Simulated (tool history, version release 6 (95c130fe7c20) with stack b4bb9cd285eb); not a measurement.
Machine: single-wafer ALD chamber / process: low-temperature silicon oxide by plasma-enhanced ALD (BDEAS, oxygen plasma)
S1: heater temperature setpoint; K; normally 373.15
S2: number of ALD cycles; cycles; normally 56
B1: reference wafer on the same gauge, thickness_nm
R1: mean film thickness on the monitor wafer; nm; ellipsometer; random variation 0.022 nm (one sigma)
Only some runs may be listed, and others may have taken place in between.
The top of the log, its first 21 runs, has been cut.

run	hour	S1	S2	B1	R1
22	305.7	386.15	46	9.11	7.214
23	314.6	380.15	56	9.107	8.838
24	330	362.15	60	9.11	9.88
25	338	367.15	56	9.123	9.133
26	355.7	373.15	56	9.105	8.97
27	370.1	373.15	56	9.102	8.934
28	380.4	359.15	46	9.101	7.687
29	396	360.15	64	9.102	10.648
30	407.2	373.15	45	9.103	7.178
31	415.4	386.15	50	9.096	7.831
32	421.9	373.15	56	9.093	8.937
33	435.1	384.15	59	9.092	9.213
34	445.7	373.15	66	9.093	10.526

Alternative continuations, all from the tool just after run 34; predict every row:
A	446.2	366.15	56	?	?
B	446.2	362.15	46	?	?
C	446.2	368.15	60	?	?
D	446.2	378.15	50	?	?
E	446.2	368.15	46	?	?

run	B1	R1
A	9.081	9.132
B	9.081	7.595
C	9.081	9.724
D	9.081	7.913
E	9.081	7.455
Without the tool's unlogged condition, the same runs would have read:
run	R1
A	9.158
B	7.616
C	9.751
D	7.936
E	7.476
